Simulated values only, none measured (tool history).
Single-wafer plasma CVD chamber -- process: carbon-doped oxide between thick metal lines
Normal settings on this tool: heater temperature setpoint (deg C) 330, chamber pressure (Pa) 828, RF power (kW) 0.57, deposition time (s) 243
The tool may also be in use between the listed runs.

run   hour  heater temperature setpoint (deg C)  chamber pressure (Pa)  RF power (kW)  deposition time (s)  read-back reference wafer on the same gauge, thickness_nm  mean film thickness on the monitor wafer (angstrom)
  1      0                                  336                    828           0.57                  243                                                   1210.129                                             13827.07
  2   84.6                                  336                    828           0.57                  243                                                   1210.002                                             13864.48
  3  178.6                                  326                    828           0.57                  243                                                   1210.566                                             14423.31
  4  220.3                                  326                    828           0.57                  243                                                   1210.222                                             14468.01
  5  295.2                                  330                    828           0.57                  243                                                   1208.809                                             14202.98
  6  341.6                                  330                    828           0.57                  243                                                   1209.583                                             14288.56
  7  415.1                                  330                    828           0.57                  243                                                   1209.083                                             14254.67
  8  466.7                                  330                    828           0.57                  243                                                   1210.359                                             14290.65
       508  -- RF generator calibrated
     548.6  -- showerhead replaced, of another model than before
  9  549.1                                  330                    828           0.57                  243                                                   1210.458                                             14274.46
 10  608.1                                  330                    828          0.475                  211                                                   1209.558                                             11623.65
     643.5  -- gauge calibrated
     648.7  -- capacitance manometer re-zeroed and calibrated
 11  672.6                                  344                    828           0.62                  243                                                   1211.233                                             14116.95
 12  765.2                                  330                   1001          0.515                  243                                                   1211.322                                             14294.78
     783.4  -- thermocouple changed; heater temperature recalibrated
 13  819.2                                  316                    828           0.57                  281                                                   1209.593                                             17255.54

Expected results for the next run?
 14  884.3                                  330                   1017           0.57                  243                                                          ?                                                    ?

{"run 14": {"read-back reference wafer on the same gauge, thickness_nm": 1209.164, "mean film thickness on the monitor wafer (angstrom)": 14560.45}}
Without the tool's hidden state the same run would have given mean film thickness on the monitor wafer (angstrom) 14498.17.
